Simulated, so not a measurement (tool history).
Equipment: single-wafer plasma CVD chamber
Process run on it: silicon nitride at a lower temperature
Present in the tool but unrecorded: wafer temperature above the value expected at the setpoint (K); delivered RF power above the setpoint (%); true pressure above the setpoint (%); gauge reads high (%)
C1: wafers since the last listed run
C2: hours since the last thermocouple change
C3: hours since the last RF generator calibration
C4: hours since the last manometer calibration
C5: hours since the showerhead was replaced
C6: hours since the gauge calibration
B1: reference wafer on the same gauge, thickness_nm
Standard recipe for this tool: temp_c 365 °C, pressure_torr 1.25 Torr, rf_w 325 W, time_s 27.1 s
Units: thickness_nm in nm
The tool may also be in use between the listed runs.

run 1 hour=0.0 | temp_c=365 pressure_torr=1.25 rf_w=325 time_s=27.1 | C1=0 C2=2707.0 C3=1982.4 C4=1698.0 C5=4326.1 C6=175.3 | B1=40.835 | thickness_nm=34.880
run 2 hour=7.9 | temp_c=372 pressure_torr=1.25 rf_w=325 time_s=27.1 | C1=226 C2=2714.9 C3=1990.3 C4=1705.9 C5=4334.0 C6=183.2 | B1=40.783 | thickness_nm=34.484
-- hour=13.6 gauge calibrated
run 3 hour=23.2 | temp_c=365 pressure_torr=1.25 rf_w=325 time_s=27.1 | C1=439 C2=2730.2 C3=2005.6 C4=1721.2 C5=4349.3 C6=9.6 | B1=40.843 | thickness_nm=34.797
run 4 hour=37.2 | temp_c=365 pressure_torr=1.25 rf_w=325 time_s=27.1 | C1=402 C2=2744.2 C3=2019.6 C4=1735.2 C5=4363.3 C6=23.6 | B1=40.827 | thickness_nm=34.669
run 5 hour=50.6 | temp_c=365 pressure_torr=1.25 rf_w=325 time_s=27.1 | C1=384 C2=2757.6 C3=2033.0 C4=1748.6 C5=4376.7 C6=37.0 | B1=40.807 | thickness_nm=35.199
run 6 hour=57.0 | temp_c=365 pressure_torr=1.25 rf_w=325 time_s=27.1 | C1=183 C2=2764.0 C3=2039.4 C4=1755.0 C5=4383.1 C6=43.4 | B1=40.804 | thickness_nm=34.789
run 7 hour=66.5 | temp_c=365 pressure_torr=1.25 rf_w=325 time_s=27.1 | C1=272 C2=2773.5 C3=2048.9 C4=1764.5 C5=4392.6 C6=52.9 | B1=40.822 | thickness_nm=34.918
run 8 hour=81.6 | temp_c=365 pressure_torr=1.25 rf_w=325 time_s=27.1 | C1=433 C2=2788.6 C3=2064.0 C4=1779.6 C5=4407.7 C6=68.0 | B1=40.792 | thickness_nm=34.940
run 9 hour=95.9 | temp_c=365 pressure_torr=1.25 rf_w=325 time_s=27.1 | C1=410 C2=2802.9 C3=2078.3 C4=1793.9 C5=4422.0 C6=82.3 | B1=40.751 | thickness_nm=34.951
run 10 hour=105.6 | temp_c=365 pressure_torr=1.25 rf_w=325 time_s=27.1 | C1=278 C2=2812.6 C3=2088.0 C4=1803.6 C5=4431.7 C6=92.0 | B1=40.754 | thickness_nm=35.303
-- hour=119.2 thermocouple changed; heater temperature recalibrated
-- hour=125.4 capacitance manometer re-zeroed and calibrated
run 11 hour=125.9 | temp_c=365 pressure_torr=1.25 rf_w=325 time_s=27.1 | C1=173 C2=6.7 C3=2108.3 C4=0.5 C5=4452.0 C6=112.3 | B1=40.825 | thickness_nm=35.073
run 12 hour=135.9 | temp_c=359 pressure_torr=1.53 rf_w=325 time_s=22.1 | C1=287 C2=16.7 C3=2118.3 C4=10.5 C5=4462.0 C6=122.3 | B1=40.791 | thickness_nm=29.767
run 13 hour=150.4 | temp_c=365 pressure_torr=1.25 rf_w=325 time_s=27.1 | C1=416 C2=31.2 C3=2132.8 C4=25.0 C5=4476.5 C6=136.8 | B1=40.782 | thickness_nm=34.893
run 14 hour=159.1 | temp_c=365 pressure_torr=1.25 rf_w=325 time_s=27.1 | C1=249 C2=39.9 C3=2141.5 C4=33.7 C5=4485.2 C6=145.5 | B1=40.823 | thickness_nm=34.979
run 15 hour=176.0 | temp_c=365 pressure_torr=1.25 rf_w=325 time_s=22.9 | C1=485 C2=56.8 C3=2158.4 C4=50.6 C5=4502.1 C6=162.4 | B1=40.794 | thickness_nm=29.538
-- hour=185.9 gauge calibrated
-- hour=191.7 RF generator calibrated
-- hour=195.1 showerhead replaced
run 16 hour=195.6 | temp_c=371 pressure_torr=1.36 rf_w=380 time_s=29.3 | C1=236 C2=76.4 C3=3.9 C4=70.2 C5=0.5 C6=9.7 | B1=40.833 | thickness_nm=40.537
run 17 hour=205.2 | temp_c=365 pressure_torr=1.25 rf_w=385 time_s=30.9 | C1=275 C2=86.0 C3=13.5 C4=79.8 C5=10.1 C6=19.3 | B1=40.748 | thickness_nm=42.224
run 18 hour=221.5 | temp_c=373 pressure_torr=1.25 rf_w=325 time_s=27.1 | C1=468 C2=102.3 C3=29.8 C4=96.1 C5=26.4 C6=35.6 | B1=40.840 | thickness_nm=35.042
run 19 hour=238.8 | temp_c=360 pressure_torr=1.25 rf_w=350 time_s=27.1 | C1=496 C2=119.6 C3=47.1 C4=113.4 C5=43.7 C6=52.9 | B1=40.801 | thickness_nm=35.730
run 20 hour=247.3 | temp_c=372 pressure_torr=1.25 rf_w=280 time_s=21.8 | C1=244 C2=128.1 C3=55.6 C4=121.9 C5=52.2 C6=61.4 | B1=40.837 | thickness_nm=26.742
run 21 hour=259.7 | temp_c=365 pressure_torr=1.25 rf_w=325 time_s=27.1 | C1=356 C2=140.5 C3=68.0 C4=134.3 C5=64.6 C6=73.8 | B1=40.776 | thickness_nm=34.978
run 22 hour=275.2 | temp_c=365 pressure_torr=1.25 rf_w=325 time_s=29.8 | C1=445 C2=156.0 C3=83.5 C4=149.8 C5=80.1 C6=89.3 | B1=40.795 | thickness_nm=38.351
run 23 hour=300.8 | temp_c=365 pressure_torr=1.38 rf_w=325 time_s=23.6 | C1=735 C2=181.6 C3=109.1 C4=175.4 C5=105.7 C6=114.9 | B1=40.813 | thickness_nm=31.178

Consider 4 possible next runs. They are alternatives, not a sequence: every one starts from the tool as it was left by run 23. What does each give?
run A hour=301.2 | temp_c=365 pressure_torr=1.25 rf_w=325 time_s=27.1 | C1=11 C2=182.0 C3=109.5 C4=175.8 C5=106.1 C6=115.3 | B1=? | thickness_nm=?
run B hour=301.2 | temp_c=376 pressure_torr=1.41 rf_w=295 time_s=29.6 | C1=11 C2=182.0 C3=109.5 C4=175.8 C5=106.1 C6=115.3 | B1=? | thickness_nm=?
run C hour=301.2 | temp_c=365 pressure_torr=1.25 rf_w=385 time_s=28.9 | C1=11 C2=182.0 C3=109.5 C4=175.8 C5=106.1 C6=115.3 | B1=? | thickness_nm=?
run D hour=301.2 | temp_c=365 pressure_torr=1.02 rf_w=355 time_s=27.1 | C1=11 C2=182.0 C3=109.5 C4=175.8 C5=106.1 C6=115.3 | B1=? | thickness_nm=?

run=A B1=40.809 thickness_nm=34.909
run=B B1=40.809 thickness_nm=37.724
run=C B1=40.809 thickness_nm=39.398
run=D B1=40.809 thickness_nm=34.501
Had the tool no hidden state, the same runs would have come out as:
run=A thickness_nm=34.909
run=B thickness_nm=37.724
run=C thickness_nm=39.398
run=D thickness_nm=34.501
